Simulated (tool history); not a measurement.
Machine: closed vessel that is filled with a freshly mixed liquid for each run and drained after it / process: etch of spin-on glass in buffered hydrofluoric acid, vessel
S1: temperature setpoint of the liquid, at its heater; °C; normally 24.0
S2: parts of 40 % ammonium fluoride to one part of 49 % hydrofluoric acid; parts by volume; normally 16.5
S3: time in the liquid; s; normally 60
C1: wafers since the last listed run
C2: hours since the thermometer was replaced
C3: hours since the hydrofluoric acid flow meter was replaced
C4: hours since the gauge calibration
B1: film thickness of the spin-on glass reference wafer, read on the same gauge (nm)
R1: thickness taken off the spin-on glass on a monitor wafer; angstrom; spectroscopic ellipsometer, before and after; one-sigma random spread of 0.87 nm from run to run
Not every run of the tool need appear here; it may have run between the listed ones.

run	hour	S1	S2	S3	C1	C2	C3	C4	B1	R1
1	0.0	24.0	16.5	60	0	2953.0	15.7	41.8	100.00	1279.1
2	35.0	24.0	16.5	60	2557	2988.0	50.7	76.8	100.00	1294.1
3	100.8	24.0	16.5	60	4807	3053.8	116.5	142.6	100.01	1285.3
4	171.1	24.0	16.5	60	5136	3124.1	186.8	212.9	100.01	1278.9
5	204.6	24.0	16.5	60	2447	3157.6	220.3	246.4	99.99	1309.7
6	251.7	24.0	16.5	60	3441	3204.7	267.4	293.5	99.99	1290.5
7	303.6	25.0	16.5	60	3792	3256.6	319.3	345.4	100.01	1379.7
8	329.8	24.0	16.5	60	1914	3282.8	345.5	371.6	100.00	1293.8
# hour 347.1: thermometer replaced
# hour 370.3: hydrofluoric acid flow meter replaced
9	378.1	28.0	19.5	40	3382	31.0	7.8	419.9	100.01	980.3
10	441.6	24.0	16.5	60	4639	94.5	71.3	483.4	100.01	1391.2
# hour 453.7: thermometer replaced, repeated, since the last time left the tool worse
11	499.6	20.0	11.0	60	4164	45.9	129.3	541.4	100.00	1400.3
# hour 520.6: gauge calibrated
12	562.5	24.0	16.5	60	4595	108.8	192.2	41.9	100.00	1205.0
13	625.2	27.5	20.5	50	4581	171.5	254.9	104.6	100.00	974.1
14	680.6	22.5	14.5	75	4047	226.9	310.3	160.0	100.00	1564.0
15	737.1	20.0	16.5	60	4128	283.4	366.8	216.5	100.01	944.8
16	765.1	24.0	16.5	60	2045	311.4	394.8	244.5	99.99	1184.8

Give the tool's hidden conditions for every run:
hydrofluoric acid flow below the setpoint (%): 0 across all the runs
gauge reads high (%): 0 across all the runs
H1: liquid hotter than its thermometer reads (K)
run	H1
1	1.66
2	1.68
3	1.71
4	1.75
5	1.77
6	1.79
7	1.82
8	1.83
9	3.21
10	3.24
11	0.157
12	0.19
13	0.223
14	0.252
15	0.282
16	0.297
